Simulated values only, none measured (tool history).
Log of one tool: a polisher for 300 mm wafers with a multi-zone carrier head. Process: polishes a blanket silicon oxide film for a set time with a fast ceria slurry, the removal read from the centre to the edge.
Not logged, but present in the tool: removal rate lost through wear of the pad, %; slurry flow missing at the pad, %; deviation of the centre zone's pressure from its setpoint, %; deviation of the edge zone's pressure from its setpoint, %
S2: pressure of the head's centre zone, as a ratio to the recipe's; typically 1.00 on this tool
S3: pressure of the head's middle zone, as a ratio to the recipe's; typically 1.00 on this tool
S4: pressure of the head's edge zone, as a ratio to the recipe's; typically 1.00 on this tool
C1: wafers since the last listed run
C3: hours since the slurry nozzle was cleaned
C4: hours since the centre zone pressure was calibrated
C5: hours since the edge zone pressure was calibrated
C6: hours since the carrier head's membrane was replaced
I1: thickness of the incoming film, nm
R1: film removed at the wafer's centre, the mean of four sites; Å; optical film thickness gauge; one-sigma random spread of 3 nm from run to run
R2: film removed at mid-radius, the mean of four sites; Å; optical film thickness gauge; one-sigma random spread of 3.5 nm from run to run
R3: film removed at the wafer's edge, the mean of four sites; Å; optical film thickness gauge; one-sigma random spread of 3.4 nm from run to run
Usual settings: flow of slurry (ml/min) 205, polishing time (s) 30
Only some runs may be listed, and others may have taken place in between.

run 1 hour=0.0 | flow_of_slurry_(ml/min)=205 S2=1.00 S3=1.00 S4=1.00 polishing_time_(s)=30 | C1=0 wafers_polished_on_this_pad=380 C3=636.5 C4=257.2 C5=850.0 C6=984.2 | I1=2539.3 | R1=2934 R2=2694 R3=2781
run 2 hour=18.5 | flow_of_slurry_(ml/min)=205 S2=1.00 S3=1.00 S4=0.92 polishing_time_(s)=30 | C1=182 wafers_polished_on_this_pad=563 C3=655.0 C4=275.7 C5=868.5 C6=1002.7 | I1=2567.7 | R1=2990 R2=2740 R3=2676
run 3 hour=44.6 | flow_of_slurry_(ml/min)=205 S2=1.00 S3=1.00 S4=0.92 polishing_time_(s)=30 | C1=258 wafers_polished_on_this_pad=821 C3=681.1 C4=301.8 C5=894.6 C6=1028.8 | I1=2557.5 | R1=3047 R2=2748 R3=2695
run 4 hour=72.2 | flow_of_slurry_(ml/min)=205 S2=1.00 S3=1.00 S4=1.00 polishing_time_(s)=30 | C1=272 wafers_polished_on_this_pad=1094 C3=708.7 C4=329.4 C5=922.2 C6=1056.4 | I1=2508.9 | R1=3016 R2=2662 R3=2807
run 5 hour=96.5 | flow_of_slurry_(ml/min)=205 S2=1.00 S3=1.00 S4=1.00 polishing_time_(s)=30 | C1=240 wafers_polished_on_this_pad=1335 C3=733.0 C4=353.7 C5=946.5 C6=1080.7 | I1=2518.4 | R1=3040 R2=2665 R3=2766
-- hour=103.5 carrier head's membrane replaced by a new one
-- hour=107.5 worn pad replaced by a new one
run 6 hour=111.1 | flow_of_slurry_(ml/min)=205 S2=1.00 S3=1.00 S4=1.00 polishing_time_(s)=30 | C1=55 wafers_polished_on_this_pad=35 C3=747.6 C4=368.3 C5=961.1 C6=7.6 | I1=2584.4 | R1=3003 R2=2651 R3=2786
-- hour=123.9 centre zone pressure recalibrated
run 7 hour=125.8 | flow_of_slurry_(ml/min)=205 S2=1.00 S3=1.00 S4=1.00 polishing_time_(s)=30 | C1=125 wafers_polished_on_this_pad=161 C3=762.3 C4=1.9 C5=975.8 C6=22.3 | I1=2516.8 | R1=2712 R2=2673 R3=2762
run 8 hour=159.3 | flow_of_slurry_(ml/min)=205 S2=1.00 S3=1.00 S4=1.00 polishing_time_(s)=34 | C1=331 wafers_polished_on_this_pad=492 C3=795.8 C4=35.4 C5=1009.3 C6=55.8 | I1=2595.2 | R1=3106 R2=3019 R3=3081
run 9 hour=178.3 | flow_of_slurry_(ml/min)=205 S2=1.00 S3=1.00 S4=0.92 polishing_time_(s)=30 | C1=187 wafers_polished_on_this_pad=680 C3=814.8 C4=54.4 C5=1028.3 C6=74.8 | I1=2546.0 | R1=2704 R2=2584 R3=2639
-- hour=189.8 edge zone pressure recalibrated
-- hour=192.3 slurry nozzle cleaned
run 10 hour=192.8 | flow_of_slurry_(ml/min)=135 S2=0.91 S3=1.00 S4=1.09 polishing_time_(s)=21 | C1=113 wafers_polished_on_this_pad=794 C3=0.5 C4=68.9 C5=3.0 C6=89.3 | I1=2566.2 | R1=1740 R2=1887 R3=2005
run 11 hour=214.8 | flow_of_slurry_(ml/min)=205 S2=1.00 S3=1.00 S4=1.00 polishing_time_(s)=30 | C1=217 wafers_polished_on_this_pad=1011 C3=22.5 C4=90.9 C5=25.0 C6=111.3 | I1=2581.0 | R1=2935 R2=2861 R3=2885
run 12 hour=230.1 | flow_of_slurry_(ml/min)=230 S2=0.96 S3=1.08 S4=1.00 polishing_time_(s)=30 | C1=151 wafers_polished_on_this_pad=1162 C3=37.8 C4=106.2 C5=40.3 C6=126.6 | I1=2568.7 | R1=3012 R2=3075 R3=2921
-- hour=247.7 worn pad replaced by a new one
run 13 hour=254.7 | flow_of_slurry_(ml/min)=205 S2=1.04 S3=1.10 S4=0.96 polishing_time_(s)=30 | C1=203 wafers_polished_on_this_pad=68 C3=62.4 C4=130.8 C5=64.9 C6=151.2 | I1=2598.3 | R1=3131 R2=3054 R3=2781
run 14 hour=276.9 | flow_of_slurry_(ml/min)=205 S2=0.90 S3=1.00 S4=0.94 polishing_time_(s)=30 | C1=219 wafers_polished_on_this_pad=288 C3=84.6 C4=153.0 C5=87.1 C6=173.4 | I1=2569.7 | R1=2748 R2=2786 R3=2860
run 15 hour=290.1 | flow_of_slurry_(ml/min)=205 S2=1.00 S3=0.90 S4=1.00 polishing_time_(s)=20 | C1=130 wafers_polished_on_this_pad=418 C3=97.8 C4=166.2 C5=100.3 C6=186.6 | I1=2567.9 | R1=2069 R2=1737 R3=1919

Selected run-to-run steps in R1, each split into two signed amounts: the part the tool would show with no hidden state at all (from settings, incoming material and random variation), and the remainder, which goes to the hidden state together with any gauge scatter not common to the measured and the hidden-state-free results:
Run 6 -> 7: centre zone pressure recalibrated. R1 -291 Å: hidden state -280, all else -11.
Run 10 -> 11: flow of slurry (ml/min) 135 -> 205, S2 0.91 -> 1.00, S4 1.09 -> 1.00, polishing time (s) 21 -> 30. R1 +1195 Å: hidden state +75, all else +1120.
